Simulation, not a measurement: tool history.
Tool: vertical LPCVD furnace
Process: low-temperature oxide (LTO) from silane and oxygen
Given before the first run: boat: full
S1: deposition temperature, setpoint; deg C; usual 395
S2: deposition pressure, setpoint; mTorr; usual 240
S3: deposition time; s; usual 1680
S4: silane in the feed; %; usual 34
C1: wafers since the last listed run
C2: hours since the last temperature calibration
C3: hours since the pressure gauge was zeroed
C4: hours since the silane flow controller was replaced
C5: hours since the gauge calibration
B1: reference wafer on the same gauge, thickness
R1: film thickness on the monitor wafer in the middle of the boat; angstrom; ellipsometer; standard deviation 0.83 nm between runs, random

run 1 hour=0 | S1=395 S2=260 S3=1680 S4=34 | C1=0 C2=2046.3 C3=2713.1 C4=2943.1 C5=147 | B1=181.9 | R1=2331.3
run 2 hour=33.9 | S1=395 S2=260 S3=1680 S4=34 | C1=619 C2=2080.2 C3=2747 C4=2977 C5=180.9 | B1=181.95 | R1=2334.3
run 3 hour=51.3 | S1=395 S2=260 S3=1680 S4=34 | C1=318 C2=2097.6 C3=2764.4 C4=2994.4 C5=198.3 | B1=181.58 | R1=2343.5
run 4 hour=67.1 | S1=395 S2=275 S3=1680 S4=34 | C1=288 C2=2113.4 C3=2780.2 C4=3010.2 C5=214.1 | B1=181.79 | R1=2455
run 5 hour=96.9 | S1=395 S2=275 S3=1680 S4=34 | C1=544 C2=2143.2 C3=2810 C4=3040 C5=243.9 | B1=181.11 | R1=2450.7
run 6 hour=119.9 | S1=395 S2=275 S3=1680 S4=34 | C1=420 C2=2166.2 C3=2833 C4=3063 C5=266.9 | B1=181.23 | R1=2454.9
run 7 hour=154.2 | S1=395 S2=240 S3=1680 S4=31 | C1=627 C2=2200.5 C3=2867.3 C4=3097.3 C5=301.2 | B1=181.16 | R1=1881.7
run 8 hour=178.4 | S1=395 S2=240 S3=1680 S4=34 | C1=442 C2=2224.7 C3=2891.5 C4=3121.5 C5=325.4 | B1=180.95 | R1=2136.2
-- hour=213.7 silane flow controller replaced
run 9 hour=214.2 | S1=395 S2=205 S3=1680 S4=34 | C1=215 C2=2260.5 C3=2927.3 C4=0.5 C5=361.2 | B1=180.49 | R1=1820
run 10 hour=230.5 | S1=390 S2=240 S3=1860 S4=34 | C1=298 C2=2276.8 C3=2943.6 C4=16.8 C5=377.5 | B1=180.39 | R1=2229.6
run 11 hour=249.1 | S1=390 S2=240 S3=1860 S4=34 | C1=340 C2=2295.4 C3=2962.2 C4=35.4 C5=396.1 | B1=180.34 | R1=2220.2
run 12 hour=280.1 | S1=390 S2=240 S3=1860 S4=34 | C1=566 C2=2326.4 C3=2993.2 C4=66.4 C5=427.1 | B1=179.98 | R1=2207.8
run 13 hour=300.3 | S1=395 S2=240 S3=1680 S4=30 | C1=369 C2=2346.6 C3=3013.4 C4=86.6 C5=447.3 | B1=179.74 | R1=1777.9
-- hour=340.9 thermocouples replaced and temperature profile calibrated
run 14 hour=341.4 | S1=395 S2=190 S3=1680 S4=34 | C1=312 C2=0.5 C3=3054.5 C4=127.7 C5=488.4 | B1=179.63 | R1=1669.2
run 15 hour=346.4 | S1=395 S2=240 S3=1680 S4=34 | C1=91 C2=5.5 C3=3059.5 C4=132.7 C5=493.4 | B1=179.75 | R1=2133.3
-- hour=358 gauge calibrated
run 16 hour=359.3 | S1=395 S2=240 S3=1680 S4=34 | C1=235 C2=18.4 C3=3072.4 C4=145.6 C5=1.3 | B1=182.57 | R1=2157.7
-- hour=410 pressure gauge zeroed
run 17 hour=410.5 | S1=395 S2=275 S3=1680 S4=34 | C1=497 C2=69.6 C3=0.5 C4=196.8 C5=52.5 | B1=182.32 | R1=2463.2
run 18 hour=482.8 | S1=391 S2=300 S3=1680 S4=31 | C1=1321 C2=141.9 C3=72.8 C4=269.1 C5=124.8 | B1=182.04 | R1=2257.6
run 19 hour=515.9 | S1=395 S2=240 S3=1680 S4=28 | C1=605 C2=175 C3=105.9 C4=302.2 C5=157.9 | B1=181.7 | R1=1617.2
run 20 hour=528.1 | S1=391 S2=240 S3=1050 S4=36 | C1=223 C2=187.2 C3=118.1 C4=314.4 C5=170.1 | B1=181.92 | R1=1375.6
run 21 hour=542.5 | S1=395 S2=240 S3=1290 S4=34 | C1=263 C2=201.6 C3=132.5 C4=328.8 C5=184.5 | B1=181.51 | R1=1650.8
run 22 hour=570.8 | S1=405 S2=240 S3=2100 S4=34 | C1=517 C2=229.9 C3=160.8 C4=357.1 C5=212.8 | B1=181.32 | R1=3003.8
run 23 hour=592.7 | S1=384 S2=195 S3=2280 S4=34 | C1=400 C2=251.8 C3=182.7 C4=379 C5=234.7 | B1=180.98 | R1=2074.6

What does the tool deliver on the next run?
run 24 hour=610.8 | S1=387 S2=220 S3=1680 S4=31 | C1=330 C2=269.9 C3=200.8 C4=397.1 C5=252.8 | B1=? | R1=?

{"run 24": {"B1": 180.78, "R1": 1563.6}}
Take away the tool's hidden state, keep the run-to-run variation as it was, and the same run would have given R1 1580.9 angstrom.
